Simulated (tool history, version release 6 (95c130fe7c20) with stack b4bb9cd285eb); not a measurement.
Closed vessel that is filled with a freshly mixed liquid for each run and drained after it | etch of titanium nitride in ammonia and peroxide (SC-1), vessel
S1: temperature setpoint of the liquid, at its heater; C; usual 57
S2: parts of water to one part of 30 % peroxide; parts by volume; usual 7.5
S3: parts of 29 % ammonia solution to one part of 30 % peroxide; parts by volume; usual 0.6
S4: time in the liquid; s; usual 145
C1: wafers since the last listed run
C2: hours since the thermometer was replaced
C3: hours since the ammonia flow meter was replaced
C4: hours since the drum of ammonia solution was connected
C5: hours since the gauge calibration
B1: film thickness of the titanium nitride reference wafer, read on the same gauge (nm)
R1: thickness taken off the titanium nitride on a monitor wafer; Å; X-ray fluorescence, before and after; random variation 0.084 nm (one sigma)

run    hour    S1    S2    S3   S4     C1      C2      C3     C4      C5     B1     R1
  1       0    57   7.5   0.6  145      0   919.9   825.9  350.5  1030.9  70.01  187.2
  2    36.3    57   7.5   0.6  145   2400   956.2   862.2  386.8  1067.2  70.01  186.2
  3   134.8    64   7.5   0.6  145   6514  1054.7   960.7  485.3  1165.7     70  294.7
      326.1  -- new drum of ammonia solution connected
  4   429.2    64   7.5   0.6  145  19404  1349.1  1255.1  103.1  1460.1     70  296.8
  5   533.2    57   7.5   0.6  145   6878  1453.1  1359.1  207.1  1564.1  69.99  187.5
  6   606.3    57   7.5   0.6  145   4834  1526.2  1432.2  280.2  1637.2  70.01  187.7
  7   665.4    57   7.5   0.6  145   3908  1585.3  1491.3  339.3  1696.3  69.99  187.3
  8   706.2    57   7.5   0.6  145   2698  1626.1  1532.1  380.1  1737.1     70  187.6
  9   999.8    57   7.5   0.6  170  19417  1919.7  1825.7  673.7  2030.7  69.99  216.8
     1035.2  -- thermometer replaced
 10  1070.1    57   7.5   0.6   80   4583    34.9    1896    744    2101  70.01  101.7
 11  1174.6  51.5  10.5   0.6  145   6911   139.4  2000.5  848.5  2205.5     70  107.1
     1178.6  -- new drum of ammonia solution connected
 12  1257.5  66.5  10.5   0.6  145   5416   222.3  2083.4   78.9  2288.4  69.99  292.8
 13  1314.9    57   7.5   0.6  145   3796   279.7  2140.8  136.3  2345.8  69.98  188.5
     1343.7  -- ammonia flow meter replaced
 14  1594.4    57   7.5   0.6  145  18418   559.2   250.7  415.8  2625.3     70  186.3
     1624.2  -- gauge calibrated
 15  1667.4    57   7.5   0.6  185   4827   632.2   323.7  488.8    43.2  69.99  237.6
 16  1741.5    57   7.5   0.6  145   4900   706.3   397.8  562.9   117.3  70.01    185
 17  1832.8    49   7.5  0.35  145   6038   797.6   489.1  654.2   208.6  70.04   97.8
 18    1897    57   7.5   0.6  145   4245   861.8   553.3  718.4   272.8  70.01  183.7
 19  1962.3    57   7.5  0.45  145   4318   927.1   618.6  783.7   338.1  69.99  175.5
     2023.2  -- new drum of ammonia solution connected
 20    2043    57   7.5   0.6  145   5271  1007.8   699.3   19.8   418.8  69.98  188.8
 21  2121.1    57   9.5   0.3  145   5165  1085.9   777.4   97.9   496.9  70.01    147
 22  2187.7    57   7.5   0.6  145   4404  1152.5     844  164.5   563.5  70.01  187.4
 23  2287.7  64.5     5  0.85   65   6613  1252.5     944  264.5   663.5  69.98  175.2
 24  2577.2    57     5   0.6  145  19146    1542  1233.5    554     953  69.96  227.4
 25  2630.8    57   7.5  0.35  145   3544  1595.6  1287.1  607.6  1006.6     70  168.3
 26  2736.4    57     5  0.45  110   6983  1701.2  1392.7  713.2  1112.2  70.02  163.2
     2758.4  -- thermometer replaced
 27  2799.6    63  11.5  0.85  225   4113    41.2  1455.9  776.4  1175.4     70  362.5
 28  2840.7    57   7.5   0.6  145   2718    82.3    1497  817.5  1216.5     70  183.2

Forecast each of these 3 alternatives for the next run:
  A  2841.4    57  7.5  0.6  145  46  83  1497.7  818.2  1217.2   ?   ?
  B  2841.4  50.5  7.5  0.6  145  46  83  1497.7  818.2  1217.2   ?   ?
  C  2841.4    57   10  0.6  195  46  83  1497.7  818.2  1217.2   ?   ?

run     B1     R1
  A  69.98  184.4
  B  69.98  118.4
  C  69.98  214.1
Without the tool's hidden state the same runs would have given:
run     R1
  A  188.9
  B  121.4
  C  219.6
